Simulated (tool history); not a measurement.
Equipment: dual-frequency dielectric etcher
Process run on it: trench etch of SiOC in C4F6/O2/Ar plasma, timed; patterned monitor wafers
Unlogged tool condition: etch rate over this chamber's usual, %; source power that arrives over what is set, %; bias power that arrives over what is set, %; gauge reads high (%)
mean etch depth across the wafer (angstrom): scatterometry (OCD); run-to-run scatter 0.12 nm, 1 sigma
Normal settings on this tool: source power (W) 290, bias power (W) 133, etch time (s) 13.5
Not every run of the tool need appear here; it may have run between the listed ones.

| run | hour | source power (W) | bias power (W) | etch time (s) | wafers since the last listed run | hours since the last wet clean | hours since the last source power generator calibration | hours since the last bias power generator calibration | hours since the last upper electrode change | hours since the gauge calibration | read-back reference wafer on the same gauge, depth_nm | mean etch depth across the wafer (angstrom) |
|---|---|---|---|---|---|---|---|---|---|---|---|---|
| 1 | 0.0 | 290 | 133 | 13.5 | 0 | 6.4 | 1808.1 | 3790.9 | 4031.0 | 2078.0 | 21.72 | 229.1 |
| 2 | 29.5 | 290 | 157 | 15.5 | 504 | 35.9 | 1837.6 | 3820.4 | 4060.5 | 2107.5 | 21.68 | 285.9 |
| 3 | 82.6 | 290 | 157 | 15.5 | 908 | 89.0 | 1890.7 | 3873.5 | 4113.6 | 2160.6 | 21.70 | 281.7 |
| 4 | 150.6 | 290 | 133 | 13.5 | 1163 | 157.0 | 1958.7 | 3941.5 | 4181.6 | 2228.6 | 21.72 | 230.0 |
| 5 | 177.6 | 340 | 133 | 13.5 | 461 | 184.0 | 1985.7 | 3968.5 | 4208.6 | 2255.6 | 21.69 | 245.1 |
| 6 | 342.4 | 260 | 161 | 15.0 | 2819 | 348.8 | 2150.5 | 4133.3 | 4373.4 | 2420.4 | 21.71 | 267.6 |
| 7 | 389.6 | 290 | 133 | 13.5 | 807 | 396.0 | 2197.7 | 4180.5 | 4420.6 | 2467.6 | 21.71 | 231.7 |
|  | 439.7 | wet clean of the chamber |
| 8 | 445.1 | 290 | 106 | 11.0 | 538 | 5.4 | 2253.2 | 4236.0 | 4476.1 | 2523.1 | 21.71 | 172.2 |
| 9 | 505.2 | 260 | 161 | 15.0 | 1028 | 65.5 | 2313.3 | 4296.1 | 4536.2 | 2583.2 | 21.69 | 267.3 |
| 10 | 531.7 | 290 | 133 | 17.0 | 453 | 92.0 | 2339.8 | 4322.6 | 4562.7 | 2609.7 | 21.67 | 292.9 |
|  | 568.7 | upper electrode replaced, of another model than before |
| 11 | 569.2 | 290 | 133 | 13.5 | 230 | 129.5 | 2377.3 | 4360.1 | 0.5 | 2647.2 | 21.68 | 232.1 |
|  | 638.3 | bias power generator calibrated |
|  | 682.4 | source power generator calibrated |
| 12 | 709.9 | 230 | 133 | 16.5 | 2270 | 270.2 | 27.5 | 71.6 | 141.2 | 2787.9 | 21.69 | 263.9 |
| 13 | 743.4 | 290 | 133 | 13.5 | 573 | 303.7 | 61.0 | 105.1 | 174.7 | 2821.4 | 21.72 | 229.8 |
| 14 | 796.1 | 350 | 133 | 17.0 | 901 | 356.4 | 113.7 | 157.8 | 227.4 | 2874.1 | 21.70 | 301.3 |
| 15 | 839.8 | 350 | 103 | 11.0 | 747 | 400.1 | 157.4 | 201.5 | 271.1 | 2917.8 | 21.71 | 182.4 |
|  | 877.3 | gauge calibrated |
|  | 906.4 | wet clean of the chamber |
| 16 | 906.9 | 290 | 133 | 13.5 | 737 | 0.5 | 224.5 | 268.6 | 338.2 | 29.6 | 21.69 | 228.0 |
| 17 | 949.4 | 290 | 133 | 13.5 | 727 | 43.0 | 267.0 | 311.1 | 380.7 | 72.1 | 21.71 | 226.3 |
| 18 | 996.6 | 260 | 163 | 13.5 | 807 | 90.2 | 314.2 | 358.3 | 427.9 | 119.3 | 21.67 | 234.6 |
| 19 | 1030.7 | 320 | 156 | 16.0 | 583 | 124.3 | 348.3 | 392.4 | 462.0 | 153.4 | 21.70 | 288.1 |
| 20 | 1062.2 | 230 | 124 | 13.5 | 538 | 155.8 | 379.8 | 423.9 | 493.5 | 184.9 | 21.71 | 211.4 |
| 21 | 1100.0 | 270 | 114 | 16.0 | 646 | 193.6 | 417.6 | 461.7 | 531.3 | 222.7 | 21.72 | 255.0 |
| 22 | 1147.3 | 290 | 142 | 17.5 | 809 | 240.9 | 464.9 | 509.0 | 578.6 | 270.0 | 21.70 | 302.4 |
| 23 | 1181.8 | 320 | 133 | 15.5 | 590 | 275.4 | 499.4 | 543.5 | 613.1 | 304.5 | 21.71 | 268.3 |
| 24 | 1213.7 | 290 | 133 | 13.5 | 545 | 307.3 | 531.3 | 575.4 | 645.0 | 336.4 | 21.69 | 228.5 |
| 25 | 1331.5 | 290 | 133 | 11.5 | 2015 | 425.1 | 649.1 | 693.2 | 762.8 | 454.2 | 21.71 | 193.2 |
| 26 | 1369.8 | 260 | 116 | 12.0 | 655 | 463.4 | 687.4 | 731.5 | 801.1 | 492.5 | 21.68 | 189.0 |
|  | 1428.4 | wet clean of the chamber |
| 27 | 1428.9 | 310 | 166 | 13.5 | 600 | 0.5 | 746.5 | 790.6 | 860.2 | 551.6 | 21.69 | 246.6 |
| 28 | 1436.2 | 250 | 165 | 17.0 | 124 | 7.8 | 753.8 | 797.9 | 867.5 | 558.9 | 21.70 | 296.8 |

Below, some changes in mean etch depth across the wafer (angstrom) between adjacent runs. For each, the amount present without the hidden state too (settings, incoming material, random variation) and the amount remaining for the hidden state with gauge scatter not shared by both compared results:
Run 8 -> 9: source power (W) 290 -> 260, bias power (W) 106 -> 161, etch time (s) 11.0 -> 15.0. mean etch depth across the wafer (angstrom) +95.1: hidden state +1.8, all else +93.3.
Run 10 -> 11: etch time (s) 17.0 -> 13.5, upper electrode replaced, of another model than before. mean etch depth across the wafer (angstrom) -60.8: hidden state -2.3, all else -58.5.
Run 11 -> 12: source power (W) 290 -> 230, etch time (s) 13.5 -> 16.5, bias power generator calibrated, source power generator calibrated. mean etch depth across the wafer (angstrom) +31.8: hidden state -3.3, all else +35.1.
Run 14 -> 15: bias power (W) 133 -> 103, etch time (s) 17.0 -> 11.0. mean etch depth across the wafer (angstrom) -118.9: hidden state +0.2, all else -119.1.

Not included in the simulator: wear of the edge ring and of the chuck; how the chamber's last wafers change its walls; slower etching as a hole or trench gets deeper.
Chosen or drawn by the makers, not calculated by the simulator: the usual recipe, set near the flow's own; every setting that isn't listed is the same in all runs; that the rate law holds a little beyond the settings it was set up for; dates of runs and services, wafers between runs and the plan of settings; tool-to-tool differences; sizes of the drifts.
